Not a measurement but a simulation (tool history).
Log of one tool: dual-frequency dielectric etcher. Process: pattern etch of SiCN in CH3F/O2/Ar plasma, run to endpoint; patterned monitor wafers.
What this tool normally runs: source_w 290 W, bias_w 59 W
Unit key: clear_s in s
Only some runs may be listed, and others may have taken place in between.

run,hour,source_w,bias_w,"incoming incoming film thickness, nm",clear_s
1,0.0,290,68,8.31,23.6
# hour 42.0: wet clean of the chamber
2,42.5,290,68,8.29,23.4
3,48.2,290,68,8.28,23.6
4,84.0,270,52,8.28,26.4
5,114.7,290,59,8.29,24.4
6,133.2,290,59,8.27,24.5
7,158.1,290,59,8.32,24.4
8,179.1,290,59,8.31,24.5
9,214.2,290,59,8.23,24.4
10,249.7,330,59,8.33,22.9
# hour 283.9: upper electrode replaced
11,284.4,330,59,8.29,22.5
12,284.7,290,48,8.32,25.7
13,297.2,290,69,8.22,23.3
14,316.7,220,47,8.28,30.8
15,349.4,320,66,8.31,22.5
# hour 371.2: bias power generator calibrated
# hour 382.5: wet clean of the chamber
16,383.0,240,53,8.30,28.3
17,413.3,360,70,8.27,20.6
# hour 429.6: source power generator calibrated
18,432.7,290,59,8.24,24.1
19,466.3,250,59,8.25,26.6
20,488.2,340,72,8.29,21.2
21,514.3,330,44,8.35,24.4
22,545.9,260,59,8.30,26.1
23,581.5,290,59,8.27,24.4
24,599.0,230,46,8.25,30.0
25,631.5,290,59,8.39,24.7
26,661.2,240,59,8.25,27.3

The tool's hidden state at each run:
etch rate over this chamber's usual, %: 0, the same for each run
source power that arrives over what is set, %: 0, the same for each run
bias power that arrives over what is set, %: 0, the same for each run

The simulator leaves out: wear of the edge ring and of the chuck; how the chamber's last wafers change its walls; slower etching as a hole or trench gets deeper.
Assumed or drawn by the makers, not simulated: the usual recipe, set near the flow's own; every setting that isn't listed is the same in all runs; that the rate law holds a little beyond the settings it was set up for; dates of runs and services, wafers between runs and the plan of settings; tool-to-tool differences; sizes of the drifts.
